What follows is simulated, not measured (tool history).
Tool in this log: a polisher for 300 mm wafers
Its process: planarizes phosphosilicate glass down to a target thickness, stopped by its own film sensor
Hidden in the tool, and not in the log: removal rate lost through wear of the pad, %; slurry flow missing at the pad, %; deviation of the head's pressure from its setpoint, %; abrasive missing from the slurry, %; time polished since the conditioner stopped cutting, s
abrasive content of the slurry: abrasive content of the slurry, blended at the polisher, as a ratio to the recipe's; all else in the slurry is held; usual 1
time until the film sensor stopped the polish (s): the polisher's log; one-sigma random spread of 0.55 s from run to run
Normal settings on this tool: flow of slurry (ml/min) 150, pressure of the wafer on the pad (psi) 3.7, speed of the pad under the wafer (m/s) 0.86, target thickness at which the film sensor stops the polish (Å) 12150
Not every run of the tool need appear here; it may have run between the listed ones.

| run | hour | flow of slurry (ml/min) | pressure of the wafer on the pad (psi) | speed of the pad under the wafer (m/s) | abrasive content of the slurry | target thickness at which the film sensor stops the polish (Å) | wafers since the last listed run | wafers polished on this pad | hours since the slurry nozzle was cleaned | hours since the head pressure was calibrated | hours since the slurry blender was calibrated | hours since the conditioning disc was replaced | incoming thickness of the incoming film, nm | time until the film sensor stopped the polish (s) |
|---|---|---|---|---|---|---|---|---|---|---|---|---|---|---|
| 1 | 0 | 150 | 4.2 | 0.86 | 1.05 | 12150 | 0 | 1002 | 119.6 | 1059.9 | 53.7 | 419.1 | 1748.6 | 42 |
| 2 | 15.5 | 150 | 4.2 | 0.86 | 1.05 | 12150 | 185 | 1187 | 135.1 | 1075.4 | 69.2 | 434.6 | 1744 | 41.6 |
| 3 | 41.8 | 150 | 3.7 | 0.86 | 1 | 12150 | 314 | 1502 | 161.4 | 1101.7 | 95.5 | 460.9 | 1774 | 50.4 |
|  | 72 | conditioning disc replaced and pad reconditioned |
| 4 | 74 | 150 | 3.7 | 0.86 | 1 | 12150 | 361 | 1863 | 193.6 | 1133.9 | 127.7 | 2 | 1759.5 | 49.5 |
|  | 96.1 | worn pad replaced by a new one |
| 5 | 96.6 | 150 | 3.7 | 0.86 | 0.95 | 12150 | 222 | 5 | 216.2 | 1156.5 | 150.3 | 24.6 | 1771 | 52.9 |
|  | 101 | slurry blender recalibrated |
| 6 | 126.1 | 150 | 3.7 | 0.86 | 0.95 | 12150 | 329 | 335 | 245.7 | 1186 | 25.1 | 54.1 | 1775.7 | 50 |
| 7 | 142.7 | 150 | 3.7 | 0.86 | 0.95 | 12150 | 198 | 533 | 262.3 | 1202.6 | 41.7 | 70.7 | 1723.8 | 45.9 |
| 8 | 171.2 | 150 | 2.9 | 0.86 | 1 | 12150 | 341 | 874 | 290.8 | 1231.1 | 70.2 | 99.2 | 1770.6 | 60.4 |
| 9 | 202.8 | 150 | 3.7 | 0.86 | 0.75 | 12150 | 378 | 1253 | 322.4 | 1262.7 | 101.8 | 130.8 | 1737.1 | 52.1 |
| 10 | 232.6 | 105 | 4.9 | 0.86 | 1 | 12150 | 356 | 1609 | 352.2 | 1292.5 | 131.6 | 160.6 | 1739.1 | 39.1 |
|  | 249.5 | worn pad replaced by a new one |
| 11 | 252.6 | 150 | 3.7 | 0.86 | 1 | 12150 | 191 | 37 | 372.2 | 1312.5 | 151.6 | 180.6 | 1752 | 49.2 |
|  | 256.3 | slurry blender recalibrated |
|  | 259.8 | head pressure recalibrated |
|  | 284.7 | slurry nozzle cleaned |
| 12 | 285.3 | 150 | 4.6 | 0.86 | 1.3 | 12150 | 331 | 368 | 0.6 | 25.5 | 29 | 213.3 | 1739.7 | 38.5 |
| 13 | 299.4 | 150 | 3.1 | 0.86 | 1 | 11560 | 168 | 537 | 14.7 | 39.6 | 43.1 | 227.4 | 1782.9 | 70.9 |
| 14 | 329.4 | 150 | 3.7 | 1.08 | 0.85 | 12150 | 359 | 896 | 44.7 | 69.6 | 73.1 | 257.4 | 1751.1 | 46 |
| 15 | 350.1 | 150 | 3.7 | 0.86 | 1 | 12150 | 247 | 1144 | 65.4 | 90.3 | 93.8 | 278.1 | 1759 | 51.9 |
| 16 | 385.5 | 110 | 3 | 0.86 | 1.15 | 11410 | 423 | 1568 | 100.8 | 125.7 | 129.2 | 313.5 | 1757 | 71.6 |
|  | 403.9 | worn pad replaced by a new one |
| 17 | 405.9 | 150 | 3.7 | 0.86 | 1 | 12150 | 196 | 24 | 121.2 | 146.1 | 149.6 | 333.9 | 1743.8 | 52.2 |
|  | 409.4 | slurry blender recalibrated |
| 18 | 437.4 | 150 | 5 | 0.62 | 1.25 | 10830 | 353 | 377 | 152.7 | 177.6 | 28 | 365.4 | 1774.4 | 59.5 |
| 19 | 461.1 | 150 | 2.9 | 0.86 | 1.3 | 12150 | 283 | 661 | 176.4 | 201.3 | 51.7 | 389.1 | 1753.4 | 57 |
| 20 | 484.9 | 150 | 3.7 | 0.86 | 1 | 12150 | 284 | 945 | 200.2 | 225.1 | 75.5 | 412.9 | 1794.6 | 54.2 |
| 21 | 514.6 | 150 | 2.5 | 0.62 | 1 | 13850 | 355 | 1301 | 229.9 | 254.8 | 105.2 | 442.6 | 1754.9 | 63.4 |
| 22 | 538.9 | 190 | 3.2 | 0.86 | 1.2 | 12150 | 290 | 1592 | 254.2 | 279.1 | 129.5 | 466.9 | 1751.4 | 52.8 |
|  | 549.2 | worn pad replaced by a new one |
| 23 | 555.8 | 150 | 4.1 | 0.86 | 1.25 | 12150 | 154 | 78 | 271.1 | 296 | 146.4 | 483.8 | 1771.6 | 45.8 |
|  | 557.8 | conditioning disc replaced and pad reconditioned |
|  | 570.2 | slurry blender recalibrated |
| 24 | 604.6 | 150 | 3.7 | 0.86 | 1 | 12150 | 536 | 615 | 319.9 | 344.8 | 34.4 | 46.8 | 1789.3 | 52.4 |

The tool's hidden state at each run:
removal rate lost through wear of the pad, %: 0 at every run
slurry flow missing at the pad, %: 0 at every run
time polished since the conditioner stopped cutting, s: 0 at every run
H1: deviation of the head's pressure from its setpoint, %
H2: abrasive missing from the slurry, %
| run | H1 | H2 |
|---|---|---|
| 1 | 10.7 | 6.83 |
| 2 | 10.7 | 8.26 |
| 3 | 10.8 | 10.7 |
| 4 | 10.9 | 13.6 |
| 5 | 10.9 | 15.7 |
| 6 | 11 | 4.59 |
| 7 | 11 | 6.12 |
| 8 | 11.1 | 8.75 |
| 9 | 11.1 | 11.7 |
| 10 | 11.2 | 14.4 |
| 11 | 11.2 | 16.2 |
| 12 | -0.171 | 4.22 |
| 13 | 0.129 | 5.52 |
| 14 | 0.737 | 8.29 |
| 15 | 1.14 | 10.2 |
| 16 | 1.78 | 13.5 |
| 17 | 2.13 | 15.3 |
| 18 | 2.64 | 3.03 |
| 19 | 3 | 5.21 |
| 20 | 3.35 | 7.4 |
| 21 | 3.76 | 10.1 |
| 22 | 4.07 | 12.4 |
| 23 | 4.28 | 13.9 |
| 24 | 4.85 | 3.93 |
